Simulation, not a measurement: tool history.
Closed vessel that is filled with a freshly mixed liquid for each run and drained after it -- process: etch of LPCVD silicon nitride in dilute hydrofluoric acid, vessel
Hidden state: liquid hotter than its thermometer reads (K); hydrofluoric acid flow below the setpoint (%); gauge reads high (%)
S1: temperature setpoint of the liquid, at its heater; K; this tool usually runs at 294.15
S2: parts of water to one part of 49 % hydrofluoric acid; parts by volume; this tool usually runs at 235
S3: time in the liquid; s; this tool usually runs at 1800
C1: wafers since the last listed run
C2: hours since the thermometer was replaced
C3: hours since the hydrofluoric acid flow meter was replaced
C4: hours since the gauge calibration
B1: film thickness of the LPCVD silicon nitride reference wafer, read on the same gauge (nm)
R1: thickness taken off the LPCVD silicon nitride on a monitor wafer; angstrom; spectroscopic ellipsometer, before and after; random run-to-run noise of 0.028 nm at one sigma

| run | day | S1 | S2 | S3 | C1 | C2 | C3 | C4 | B1 | R1 |
|---|---|---|---|---|---|---|---|---|---|---|
| 1 | 0.000 | 294.15 | 235 | 1800 | 0 | 465.4 | 1448.4 | 1353.3 | 100.041 | 33.36 |
| 2 | 2.533 | 294.15 | 320 | 1800 | 2207 | 526.2 | 1509.2 | 1414.1 | 100.007 | 25.11 |
| 3 | 4.979 | 294.15 | 320 | 1800 | 2131 | 584.9 | 1567.9 | 1472.8 | 99.978 | 24.83 |
| 4 | 6.908 | 294.15 | 235 | 1800 | 1681 | 631.2 | 1614.2 | 1519.1 | 100.002 | 33.29 |
| 5 | 9.096 | 294.15 | 235 | 1800 | 1906 | 683.7 | 1666.7 | 1571.6 | 100.010 | 33.70 |
| 6 | 10.842 | 294.15 | 235 | 1800 | 1521 | 725.6 | 1708.6 | 1613.5 | 99.971 | 33.16 |
| 7 | 12.404 | 294.15 | 235 | 1800 | 1361 | 763.1 | 1746.1 | 1651.0 | 99.971 | 33.77 |
| 8 | 13.517 | 294.15 | 235 | 1800 | 969 | 789.8 | 1772.8 | 1677.7 | 99.942 | 33.37 |
| 9 | 14.588 | 294.15 | 235 | 1800 | 933 | 815.5 | 1798.5 | 1703.4 | 99.979 | 33.58 |
| 10 | 15.712 | 296.15 | 235 | 1800 | 980 | 842.5 | 1825.5 | 1730.4 | 100.010 | 38.19 |
| 11 | 21.746 | 294.15 | 235 | 2525 | 5257 | 987.3 | 1970.3 | 1875.2 | 99.989 | 47.36 |
|  | 24.242 | gauge calibrated |
| 12 | 24.650 | 291.15 | 175 | 1800 | 2530 | 1057.0 | 2040.0 | 9.8 | 100.020 | 37.01 |
| 13 | 27.046 | 294.15 | 235 | 1800 | 2087 | 1114.5 | 2097.5 | 67.3 | 100.019 | 33.44 |
|  | 27.950 | hydrofluoric acid flow meter replaced |
| 14 | 28.733 | 291.15 | 325 | 845 | 1434 | 1155.0 | 18.8 | 107.8 | 100.046 | 10.83 |
| 15 | 30.100 | 290.15 | 235 | 1800 | 1190 | 1187.8 | 51.6 | 140.6 | 100.023 | 29.11 |
| 16 | 31.229 | 291.15 | 325 | 845 | 983 | 1214.9 | 78.7 | 167.7 | 100.009 | 10.74 |
| 17 | 32.750 | 294.15 | 165 | 850 | 1325 | 1251.4 | 115.2 | 204.2 | 100.003 | 25.32 |
| 18 | 33.850 | 294.15 | 235 | 1800 | 958 | 1277.8 | 141.6 | 230.6 | 99.982 | 37.59 |
| 19 | 35.100 | 294.15 | 235 | 1170 | 1089 | 1307.8 | 171.6 | 260.6 | 100.020 | 24.89 |
| 20 | 36.354 | 298.65 | 335 | 1230 | 1092 | 1337.9 | 201.7 | 290.7 | 99.991 | 23.93 |
| 21 | 38.700 | 290.15 | 185 | 2190 | 2044 | 1394.2 | 258.0 | 347.0 | 100.062 | 44.34 |
|  | 38.875 | thermometer replaced |
| 22 | 41.100 | 294.15 | 235 | 810 | 2055 | 53.4 | 315.6 | 404.6 | 100.021 | 15.45 |
| 23 | 44.096 | 294.15 | 235 | 1800 | 2610 | 125.3 | 387.5 | 476.5 | 100.040 | 34.85 |
| 24 | 46.446 | 294.15 | 175 | 1800 | 2047 | 181.7 | 443.9 | 532.9 | 99.952 | 46.70 |
| 25 | 49.271 | 294.15 | 160 | 1800 | 2461 | 249.5 | 511.7 | 600.7 | 99.979 | 50.90 |
| 26 | 50.342 | 298.65 | 130 | 2305 | 933 | 275.2 | 537.4 | 626.4 | 99.961 | 104.78 |
| 27 | 52.683 | 294.15 | 235 | 1800 | 2040 | 331.4 | 593.6 | 682.6 | 100.035 | 34.60 |
| 28 | 54.850 | 294.15 | 235 | 1055 | 1888 | 383.4 | 645.6 | 734.6 | 100.005 | 20.25 |
| 29 | 57.446 | 295.65 | 200 | 2110 | 2262 | 445.7 | 707.9 | 796.9 | 100.018 | 52.71 |
| 30 | 59.938 | 292.65 | 125 | 1200 | 2171 | 505.5 | 767.7 | 856.7 | 100.013 | 38.49 |
| 31 | 62.204 | 294.15 | 235 | 1800 | 1975 | 559.9 | 822.1 | 911.1 | 100.018 | 34.82 |

5 ways to go on from here, each from the tool as it stands after run 31. What would each give?
| A | 62.254 | 294.15 | 235 | 1800 | 43 | 561.1 | 823.3 | 912.3 | ? | ? |
| B | 62.254 | 295.65 | 295 | 1800 | 43 | 561.1 | 823.3 | 912.3 | ? | ? |
| C | 62.254 | 298.15 | 235 | 1800 | 43 | 561.1 | 823.3 | 912.3 | ? | ? |
| D | 62.254 | 296.15 | 185 | 1440 | 43 | 561.1 | 823.3 | 912.3 | ? | ? |
| E | 62.254 | 298.65 | 235 | 1800 | 43 | 561.1 | 823.3 | 912.3 | ? | ? |

| run | B1 | R1 |
|---|---|---|
| A | 99.975 | 34.70 |
| B | 99.975 | 30.48 |
| C | 99.975 | 44.53 |
| D | 99.975 | 39.89 |
| E | 99.975 | 45.91 |
Had the tool no hidden state, the same runs would have come out as:
| run | R1 |
|---|---|
| A | 34.65 |
| B | 30.50 |
| C | 44.58 |
| D | 39.85 |
| E | 45.98 |

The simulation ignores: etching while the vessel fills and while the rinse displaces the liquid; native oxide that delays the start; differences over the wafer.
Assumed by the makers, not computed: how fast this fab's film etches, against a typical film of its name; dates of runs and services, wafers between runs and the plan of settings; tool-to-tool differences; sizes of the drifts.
